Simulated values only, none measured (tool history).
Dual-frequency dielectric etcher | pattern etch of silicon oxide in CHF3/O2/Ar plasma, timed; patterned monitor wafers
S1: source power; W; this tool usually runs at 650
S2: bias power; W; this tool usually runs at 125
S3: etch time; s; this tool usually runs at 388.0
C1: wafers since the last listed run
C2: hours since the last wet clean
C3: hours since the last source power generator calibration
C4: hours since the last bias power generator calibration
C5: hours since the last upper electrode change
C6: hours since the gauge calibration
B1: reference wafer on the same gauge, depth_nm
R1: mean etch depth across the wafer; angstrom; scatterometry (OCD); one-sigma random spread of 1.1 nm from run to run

Run 1, hour 0.0: usual settings but S3 299.5 s; C1 0; C2 198.5; C3 3490.7; C4 3062.5; C5 2409.8; C6 185.9; B1 773.3. Result: R1 5763 angstrom.
Run 2, hour 15.0: usual settings but S3 299.5 s; C1 75; C2 213.5; C3 3505.7; C4 3077.5; C5 2424.8; C6 200.9; B1 773.0. Result: R1 5754 angstrom.
Run 3, hour 28.3: usual settings but S1 610 W; C1 67; C2 226.8; C3 3519.0; C4 3090.8; C5 2438.1; C6 214.2; B1 772.9. Result: R1 7304 angstrom.
Run 4, hour 50.6: usual settings but S2 112 W; C1 112; C2 249.1; C3 3541.3; C4 3113.1; C5 2460.4; C6 236.5; B1 773.1. Result: R1 7136 angstrom.
Run 5, hour 63.9: usual settings but S2 135 W; C1 67; C2 262.4; C3 3554.6; C4 3126.4; C5 2473.7; C6 249.8; B1 772.9. Result: R1 7707 angstrom.
Run 6, hour 85.2: usual settings but S2 135 W; C1 107; C2 283.7; C3 3575.9; C4 3147.7; C5 2495.0; C6 271.1; B1 773.1. Result: R1 7685 angstrom.
Run 7, hour 98.8: usual settings but S3 355.0 s; C1 68; C2 297.3; C3 3589.5; C4 3161.3; C5 2508.6; C6 284.7; B1 773.2. Result: R1 6817 angstrom.
Run 8, hour 122.5: usual settings but S3 355.0 s; C1 119; C2 321.0; C3 3613.2; C4 3185.0; C5 2532.3; C6 308.4; B1 772.8. Result: R1 6799 angstrom.
Run 9, hour 144.9: usual settings; C1 112; C2 343.4; C3 3635.6; C4 3207.4; C5 2554.7; C6 330.8; B1 773.0. Result: R1 7431 angstrom.
Run 10, hour 179.7: usual settings; C1 175; C2 378.2; C3 3670.4; C4 3242.2; C5 2589.5; C6 365.6; B1 773.0. Result: R1 7454 angstrom.
At hour 215.2: wet clean of the chamber.
Run 11, hour 282.3: usual settings; C1 396; C2 67.1; C3 3773.0; C4 3344.8; C5 2692.1; C6 468.2; B1 773.0. Result: R1 7517 angstrom.
At hour 328.5: upper electrode replaced.
Run 12, hour 329.0: usual settings; C1 114; C2 113.8; C3 3819.7; C4 3391.5; C5 0.5; C6 514.9; B1 773.0. Result: R1 7497 angstrom.
Run 13, hour 329.4: usual settings but S1 550 W, S2 103 W; C1 2; C2 114.2; C3 3820.1; C4 3391.9; C5 0.9; C6 515.3; B1 773.0. Result: R1 6539 angstrom.
Run 14, hour 356.2: usual settings but S1 730 W, S2 152 W, S3 467.5 s; C1 135; C2 141.0; C3 3846.9; C4 3418.7; C5 27.7; C6 542.1; B1 773.1. Result: R1 10217 angstrom.
At hour 365.1: gauge calibrated.
At hour 372.6: bias power generator calibrated.
At hour 392.2: source power generator calibrated.
Run 15, hour 392.7: usual settings but S3 469.0 s; C1 143; C2 177.5; C3 0.5; C4 20.1; C5 64.2; C6 27.6; B1 773.0. Result: R1 9040 angstrom.
Run 16, hour 414.1: usual settings but S1 800 W, S2 106 W, S3 312.5 s; C1 107; C2 198.9; C3 21.9; C4 41.5; C5 85.6; C6 49.0; B1 773.3. Result: R1 6067 angstrom.
Run 17, hour 427.0: usual settings; C1 65; C2 211.8; C3 34.8; C4 54.4; C5 98.5; C6 61.9; B1 773.1. Result: R1 7476 angstrom.
Run 18, hour 454.0: usual settings but S2 144 W; C1 136; C2 238.8; C3 61.8; C4 81.4; C5 125.5; C6 88.9; B1 772.7. Result: R1 7938 angstrom.
Run 19, hour 474.2: usual settings but S1 570 W, S3 353.0 s; C1 101; C2 259.0; C3 82.0; C4 101.6; C5 145.7; C6 109.1; B1 773.1. Result: R1 6508 angstrom.
Run 20, hour 491.8: usual settings but S3 492.5 s; C1 88; C2 276.6; C3 99.6; C4 119.2; C5 163.3; C6 126.7; B1 773.3. Result: R1 9476 angstrom.
Run 21, hour 516.6: usual settings but S1 790 W, S2 149 W, S3 353.5 s; C1 125; C2 301.4; C3 124.4; C4 144.0; C5 188.1; C6 151.5; B1 772.9. Result: R1 7841 angstrom.

Here are 3 independent what-if runs from the current tool condition. What would each one return?
Run A, hour 517.1: usual settings but S3 356.0 s; C1 2; C2 301.9; C3 124.9; C4 144.5; C5 188.6; C6 152.0; B1 ?. Result: R1 ?.
Run B, hour 517.1: usual settings but S1 700 W, S2 111 W; C1 2; C2 301.9; C3 124.9; C4 144.5; C5 188.6; C6 152.0; B1 ?. Result: R1 ?.
Run C, hour 517.1: usual settings but S1 590 W; C1 2; C2 301.9; C3 124.9; C4 144.5; C5 188.6; C6 152.0; B1 ?. Result: R1 ?.

run     B1    R1
  A  773.0  6852
  B  773.0  7296
  C  773.0  7222
With the hidden condition removed and each run's random variation left untouched, the same runs would have given:
run    R1
  A  6877
  B  7323
  C  7249

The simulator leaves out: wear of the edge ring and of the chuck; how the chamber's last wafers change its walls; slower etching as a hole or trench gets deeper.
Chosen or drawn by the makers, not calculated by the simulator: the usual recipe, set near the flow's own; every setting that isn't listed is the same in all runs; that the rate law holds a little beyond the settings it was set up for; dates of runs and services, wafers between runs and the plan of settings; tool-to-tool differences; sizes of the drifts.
